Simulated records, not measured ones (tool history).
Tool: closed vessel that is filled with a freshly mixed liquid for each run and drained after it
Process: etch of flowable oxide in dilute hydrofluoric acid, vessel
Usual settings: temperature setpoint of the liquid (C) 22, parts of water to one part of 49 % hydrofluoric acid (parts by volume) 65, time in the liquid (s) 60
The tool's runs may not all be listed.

run     day  temperature setpoint of the liquid (C)  parts of water to one part of 49 % hydrofluoric acid (parts by volume)  time in the liquid (s)  read-back film thickness of the flowable oxide reference wafer, read on the same gauge (nm)  thickness taken off the flowable oxide on a monitor wafer (Å)
  1       0                                      22                                                                      65                      60                                                                                        29.98                                                          305.7
  2    4.15                                      22                                                                      65                      60                                                                                        29.98                                                            296
  3   6.596                                      22                                                                      65                      60                                                                                        29.98                                                          298.3
      6.929  -- thermometer replaced
  4   8.821                                      22                                                                      65                      60                                                                                           30                                                          298.4
  5  12.408                                      22                                                                      65                      60                                                                                           30                                                          289.1
  6  14.888                                      22                                                                      65                      60                                                                                        29.97                                                            288
  7   22.15                                      22                                                                      65                      60                                                                                           30                                                          282.4
  8   24.05                                      22                                                                      65                      60                                                                                        29.98                                                            283
     26.496  -- hydrofluoric acid flow meter replaced
  9  28.042                                      26                                                                      65                      60                                                                                           30                                                          359.2
 10  31.912                                      22                                                                      65                      60                                                                                           30                                                          303.2
 11  33.762                                      22                                                                      65                      70                                                                                        30.02                                                          350.6
 12  36.879                                      18                                                                      50                      45                                                                                           30                                                          250.7
     37.846  -- gauge calibrated
 13  39.008                                      22                                                                      50                      60                                                                                           30                                                          395.4
 14  42.771                                      22                                                                      65                      60                                                                                        30.03                                                          288.9
     46.817  -- thermometer replaced
 15  54.896                                      22                                                                      90                      95                                                                                           30                                                          315.5
 16  56.771                                      22                                                                      65                      85                                                                                           30                                                          398.1
 17  58.838                                      24                                                                      40                      50                                                                                           30                                                          420.9
 18  60.392                                    23.5                                                                      75                      60                                                                                        30.02                                                          251.3
 19    62.2                                    23.5                                                                      75                      70                                                                                           30                                                          294.5

4 ways to go on from here, each from the tool as it stands after run 19. What would each give?
  A  62.229                                    25.5                                                                      65                      60                                                                                            ?                                                              ?
  B  62.229                                      22                                                                      55                      60                                                                                            ?                                                              ?
  C  62.229                                    24.5                                                                      85                      60                                                                                            ?                                                              ?
  D  62.229                                      26                                                                      75                      85                                                                                            ?                                                              ?

run  read-back film thickness of the flowable oxide reference wafer, read on the same gauge (nm)  thickness taken off the flowable oxide on a monitor wafer (Å)
  A                                                                                        29.98                                                          316.8
  B                                                                                        29.98                                                          329.4
  C                                                                                        29.98                                                          226.2
  D                                                                                        29.98                                                          390.9
With the hidden condition removed and each run's random variation left untouched, the same runs would have given:
run  thickness taken off the flowable oxide on a monitor wafer (Å)
  A                                                          357.5
  B                                                          370.9
  C                                                          255.9
  D                                                          441.8
